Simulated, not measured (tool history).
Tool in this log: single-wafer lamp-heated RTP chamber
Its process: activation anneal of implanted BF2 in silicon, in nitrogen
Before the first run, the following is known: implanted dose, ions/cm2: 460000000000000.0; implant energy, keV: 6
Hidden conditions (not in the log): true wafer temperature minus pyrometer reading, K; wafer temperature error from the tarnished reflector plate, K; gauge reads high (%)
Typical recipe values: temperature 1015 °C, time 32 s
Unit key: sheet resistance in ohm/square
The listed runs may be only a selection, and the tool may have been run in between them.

run    hour  temperature  time  wafers since the last listed run  wafers since the last pyrometer calibration  wafers since the reflector plate was cleaned  hours since the gauge calibration  read-back reference wafer on the same gauge, sheet resistance  sheet resistance
  1     0.0         1015    32                                 0                                          228                                          6189                              332.1                                                         281.73            320.67
  2    88.7         1015    32                              1174                                         1403                                          7364                              420.8                                                         282.12            319.61
  3   158.5         1025    40                               924                                         2327                                          8288                              490.6                                                         281.88            293.64
  4   234.0         1025    40                               999                                         3327                                          9287                              566.1                                                         281.89            295.38
      269.8  -- reflector plate cleaned
  5   282.6         1015    32                               537                                         3864                                           169                              614.7                                                         281.88            322.63
  6   384.7          994    44                              1351                                         5216                                          1521                              716.8                                                         281.89            334.71
      436.1  -- pyrometer window cleaned and pyrometer calibrated
  7   436.6         1015    26                               581                                            6                                          2102                              768.7                                                         282.05            328.97
  8   522.4         1015    26                              1136                                         1142                                          3238                              854.5                                                         282.22            329.20
  9   569.5         1015    32                               623                                         1766                                          3862                              901.6                                                         281.86            319.70
 10   654.7         1015    32                              1128                                         2894                                          4990                              986.8                                                         281.60            319.80
 11   750.6         1015    32                              1269                                         4163                                          6259                             1082.7                                                         282.32            319.11
 12   806.8         1015    32                               744                                         4908                                          7004                             1138.9                                                         282.11            320.87
      853.8  -- pyrometer window cleaned and pyrometer calibrated
 13   892.8         1015    32                              1032                                          516                                          8036                             1224.9                                                         282.25            320.08
 14   956.1         1015    32                               838                                         1355                                          8874                             1288.2                                                         281.45            320.46
      998.3  -- reflector plate cleaned
 15  1055.8         1015    32                              1214                                         2569                                           761                             1387.9                                                         282.23            323.57
 16  1151.3         1015    32                              1264                                         3833                                          2026                             1483.4                                                         282.24            321.46
 17  1191.2         1015    15                               528                                         4361                                          2554                             1523.3                                                         282.02            345.62
 18  1259.2         1027    37                               900                                         5262                                          3454                             1591.3                                                         281.95            296.18
     1315.6  -- pyrometer window cleaned and pyrometer calibrated
 19  1316.1          996    21                               647                                            6                                          4102                             1648.2                                                         282.15            355.58
 20  1350.6         1015    32                               456                                          462                                          4559                             1682.7                                                         282.21            320.11
 21  1455.7          996    32                              1391                                         1854                                          5950                             1787.8                                                         282.11            340.10
     1521.3  -- gauge calibrated
 22  1560.0         1015    32                              1380                                         3235                                          7331                               38.7                                                         281.89            322.04
 23  1603.6          989    18                               577                                         3812                                          7908                               82.3                                                         281.92            375.37
 24  1705.8         1015    18                              1353                                         5165                                          9261                              184.5                                                         282.29            339.90
     1766.6  -- reflector plate cleaned
     1781.0  -- pyrometer window cleaned and pyrometer calibrated
 25  1803.5          992    40                              1081                                          297                                           383                              282.2                                                         281.52            339.31
 26  1890.1          997    51                              1146                                         1444                                          1529                              368.8                                                         282.22            324.76
 27  1975.2          998    49                              1126                                         2571                                          2656                              453.9                                                         281.95            325.35
 28  2022.8         1015    42                               630                                         3201                                          3286                              501.5                                                         282.14            309.73
 29  2129.2         1023    32                              1408                                         4610                                          4695                              607.9                                                         281.87            307.09
 30  2183.5         1015    32                               718                                         5329                                          5414                              662.2                                                         281.67            319.80
 31  2267.8         1005    32                              1116                                         6445                                          6530                              746.5                                                         281.68            330.31

Each row is a separate what-if for the run after 31, all from the same tool condition, not one after another. Results?
  A  2268.2         1040    32                                 5                                         6450                                          6535                              746.9                                                              ?                 ?
  B  2268.2         1028    21                                 5                                         6450                                          6535                              746.9                                                              ?                 ?
  C  2268.2          997    32                                 5                                         6450                                          6535                              746.9                                                              ?                 ?
  D  2268.2          987    23                                 5                                         6450                                          6535                              746.9                                                              ?                 ?

run  read-back reference wafer on the same gauge, sheet resistance  sheet resistance
  A                                                         282.00            277.17
  B                                                         282.00            314.91
  C                                                         282.00            338.68
  D                                                         282.00            365.38
With no hidden state in the tool, these same runs would have given:
run  sheet resistance
  A            282.75
  B            320.04
  C            342.42
  D            372.20
